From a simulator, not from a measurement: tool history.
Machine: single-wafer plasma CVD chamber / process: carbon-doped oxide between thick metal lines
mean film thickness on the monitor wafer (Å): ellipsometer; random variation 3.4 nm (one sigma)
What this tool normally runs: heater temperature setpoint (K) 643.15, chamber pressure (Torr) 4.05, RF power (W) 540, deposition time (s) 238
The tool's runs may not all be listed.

| run | day | heater temperature setpoint (K) | chamber pressure (Torr) | RF power (W) | deposition time (s) | read-back reference wafer on the same gauge, thickness_nm | mean film thickness on the monitor wafer (Å) |
|---|---|---|---|---|---|---|---|
| 1 | 0 | 643.15 | 4.05 | 540 | 238 | 1142.953 | 10412.21 |
| 2 | 1.667 | 643.15 | 4.05 | 540 | 238 | 1143.138 | 10381.91 |
| 3 | 4.608 | 643.15 | 4.05 | 540 | 238 | 1141.709 | 10437.31 |
| 4 | 6.742 | 643.15 | 4.05 | 540 | 238 | 1140.8 | 10365.77 |
| 5 | 8.283 | 643.15 | 4.05 | 540 | 238 | 1140.112 | 10421.73 |
|  | 9.4 | showerhead replaced |
| 6 | 10.85 | 643.15 | 4.05 | 540 | 215 | 1140.821 | 9392.07 |
| 7 | 13.417 | 643.15 | 4.05 | 540 | 215 | 1138.909 | 9375.75 |
| 8 | 14.908 | 643.15 | 4.05 | 540 | 238 | 1138.837 | 10355.24 |
| 9 | 16.688 | 643.15 | 4.05 | 540 | 238 | 1137.934 | 10419.78 |
| 10 | 18.912 | 643.15 | 4.05 | 540 | 215 | 1136.885 | 9313.81 |
|  | 21.312 | thermocouple changed; heater temperature recalibrated |
| 11 | 21.333 | 635.15 | 4.05 | 540 | 196 | 1137.287 | 8725.37 |
| 12 | 23.729 | 643.15 | 4.05 | 540 | 238 | 1134.915 | 10334.53 |
|  | 24.483 | RF generator calibrated |
|  | 24.838 | capacitance manometer re-zeroed and calibrated |
| 13 | 24.996 | 654.15 | 4.05 | 540 | 238 | 1135.483 | 10138.18 |
| 14 | 26.767 | 636.15 | 4.05 | 540 | 238 | 1133.454 | 10456.14 |
| 15 | 28.696 | 648.15 | 4.05 | 540 | 238 | 1132.896 | 10307.3 |
| 16 | 31.104 | 643.15 | 3.46 | 540 | 238 | 1132.683 | 10190.56 |
| 17 | 34.038 | 643.15 | 4.05 | 540 | 238 | 1132.317 | 10378.13 |
| 18 | 37.038 | 636.15 | 3.29 | 505 | 192 | 1129.987 | 7989.2 |
| 19 | 38.275 | 643.15 | 4.88 | 580 | 212 | 1129.675 | 9731.6 |
| 20 | 40.75 | 649.15 | 4.05 | 590 | 238 | 1130.193 | 10618.54 |
| 21 | 43.467 | 650.15 | 4.88 | 540 | 213 | 1127.401 | 9310.06 |

What will run 22 give?
| 22 | 50.708 | 636.15 | 4.64 | 475 | 238 | ? | ? |

Run 22 came out at read-back reference wafer on the same gauge, thickness_nm 1124.641, mean film thickness on the monitor wafer (Å) 9914.68.
If the tool had no hidden condition, the same run with the same run-to-run variation would have returned mean film thickness on the monitor wafer (Å) 10131.03.
